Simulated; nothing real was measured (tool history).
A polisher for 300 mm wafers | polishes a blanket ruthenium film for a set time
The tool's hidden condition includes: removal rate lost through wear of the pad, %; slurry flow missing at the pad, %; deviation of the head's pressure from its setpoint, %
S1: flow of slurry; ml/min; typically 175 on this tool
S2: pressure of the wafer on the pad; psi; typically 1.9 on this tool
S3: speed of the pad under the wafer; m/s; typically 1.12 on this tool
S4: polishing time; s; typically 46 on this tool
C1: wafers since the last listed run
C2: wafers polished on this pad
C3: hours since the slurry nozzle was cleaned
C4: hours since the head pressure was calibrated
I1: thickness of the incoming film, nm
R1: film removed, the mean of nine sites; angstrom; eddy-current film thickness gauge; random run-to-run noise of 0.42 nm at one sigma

run 1 day=0.000 | S1=175 S2=1.9 S3=1.12 S4=46 | C1=0 C2=817 C3=145.6 C4=881.8 | I1=269.3 | R1=445
run 2 day=1.771 | S1=175 S2=1.9 S3=1.12 S4=46 | C1=473 C2=1290 C3=188.1 C4=924.3 | I1=272.0 | R1=449
-- day=3.462 worn pad replaced by a new one
run 3 day=4.396 | S1=175 S2=1.9 S3=1.12 S4=46 | C1=657 C2=249 C3=251.1 C4=987.3 | I1=269.4 | R1=450
run 4 day=6.512 | S1=175 S2=1.9 S3=1.12 S4=46 | C1=565 C2=815 C3=301.9 C4=1038.1 | I1=269.0 | R1=446
run 5 day=8.238 | S1=175 S2=1.9 S3=1.12 S4=46 | C1=461 C2=1276 C3=343.3 C4=1079.5 | I1=272.2 | R1=448
-- day=10.488 worn pad replaced by a new one
run 6 day=10.754 | S1=175 S2=1.9 S3=1.12 S4=46 | C1=628 C2=70 C3=403.7 C4=1139.9 | I1=269.4 | R1=439
run 7 day=11.775 | S1=175 S2=1.5 S3=1.12 S4=46 | C1=272 C2=343 C3=428.2 C4=1164.4 | I1=268.4 | R1=344
run 8 day=13.017 | S1=175 S2=1.9 S3=0.78 S4=60 | C1=331 C2=675 C3=458.0 C4=1194.2 | I1=272.8 | R1=405

Forecast run 9:
run 9 day=15.962 | S1=175 S2=1.9 S3=1.12 S4=46 | C1=787 C2=1462 C3=528.7 C4=1264.9 | I1=270.1 | R1=?

{"run 9": {"R1": 435}}
With the hidden condition absent and the run-to-run variation left alone, this run would have shown R1 479 angstrom.

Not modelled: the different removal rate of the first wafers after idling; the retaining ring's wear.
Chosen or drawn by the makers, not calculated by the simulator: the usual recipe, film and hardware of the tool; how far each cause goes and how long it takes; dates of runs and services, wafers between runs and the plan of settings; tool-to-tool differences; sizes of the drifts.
